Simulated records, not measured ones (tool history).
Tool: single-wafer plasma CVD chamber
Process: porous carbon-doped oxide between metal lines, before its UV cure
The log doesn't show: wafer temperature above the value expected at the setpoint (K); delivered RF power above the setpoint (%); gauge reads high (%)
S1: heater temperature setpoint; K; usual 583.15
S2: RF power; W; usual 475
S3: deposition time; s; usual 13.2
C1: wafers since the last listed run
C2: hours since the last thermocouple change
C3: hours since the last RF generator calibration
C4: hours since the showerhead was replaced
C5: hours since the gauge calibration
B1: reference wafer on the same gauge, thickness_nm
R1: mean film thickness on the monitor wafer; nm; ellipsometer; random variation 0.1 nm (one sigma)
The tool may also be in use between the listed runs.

run,day,S1,S2,S3,C1,C2,C3,C4,C5,B1,R1
1,0,583.15,475,13.2,0,2105.5,2554.6,5182.1,153.5,62.091,63.677
2,0.738,583.15,475,14,625,2123.2,2572.3,5199.8,171.2,62.095,67.446
3,1.192,583.15,475,14,385,2134.1,2583.2,5210.7,182.1,62.094,67.289
4,1.638,583.15,475,14,378,2144.8,2593.9,5221.4,192.8,62.089,67.22
5,2.225,583.15,475,13.2,498,2158.9,2608,5235.5,206.9,62.08,63.593
6,2.642,583.15,530,13.2,353,2168.9,2618,5245.5,216.9,62.087,68.731
7,3.112,583.15,530,13.2,399,2180.2,2629.3,5256.8,228.2,62.119,68.532
8,3.529,583.15,530,13.2,353,2190.2,2639.3,5266.8,238.2,62.04,68.485
9,4.246,583.15,510,13.2,608,2207.4,2656.5,5284,255.4,62.143,66.728
# day 4.596: RF generator calibrated
10,4.625,583.15,510,13.2,38,2216.5,0.7,5293.1,264.5,62.088,70.529
11,5.042,583.15,420,13.2,353,2226.5,10.7,5303.1,274.5,62.079,61.761
12,5.333,583.15,475,13.2,247,2233.5,17.7,5310.1,281.5,62.103,67.556
# day 5.717: showerhead replaced
13,5.967,592.15,475,13.2,254,2248.7,32.9,6,296.7,62.038,64.662
14,6.712,583.15,550,15.8,632,2266.6,50.8,23.9,314.6,62.109,87.94
# day 6.792: gauge calibrated
# day 8.1: thermocouple changed; heater temperature recalibrated
15,8.704,583.15,475,13.2,1406,14.5,98.6,71.7,45.9,62.096,67.141
16,9.154,570.15,385,14.8,381,25.3,109.4,82.5,56.7,62.05,68.68
17,9.821,570.15,475,13.2,565,41.3,125.4,98.5,72.7,62.08,71.549
18,10.208,575.15,440,11.9,328,50.6,134.7,107.8,82,62.107,60.023
19,10.65,572.15,420,10.9,374,61.2,145.3,118.4,92.6,62.109,54.06
20,11.271,583.15,475,13.2,526,76.1,160.2,133.3,107.5,62.134,67.187
21,11.612,583.15,475,13.2,289,84.3,168.4,141.5,115.7,62.135,67.146
22,12.346,596.15,565,15.1,622,101.9,186,159.1,133.3,62.103,80.293

4 ways to go on from here, each from the tool as it stands after run 22. What would each give?
A,12.362,597.15,475,13.2,14,102.3,186.4,159.5,133.7,?,?
B,12.362,570.15,385,12.4,14,102.3,186.4,159.5,133.7,?,?
C,12.362,576.15,475,13.2,14,102.3,186.4,159.5,133.7,?,?
D,12.362,583.15,475,10.9,14,102.3,186.4,159.5,133.7,?,?

run,B1,R1
A,62.109,62.962
B,62.109,57.911
C,62.109,69.399
D,62.109,55.769
Without the tool's hidden state the same runs would have given:
run,R1
A,63.553
B,58.537
C,70.05
D,56.292
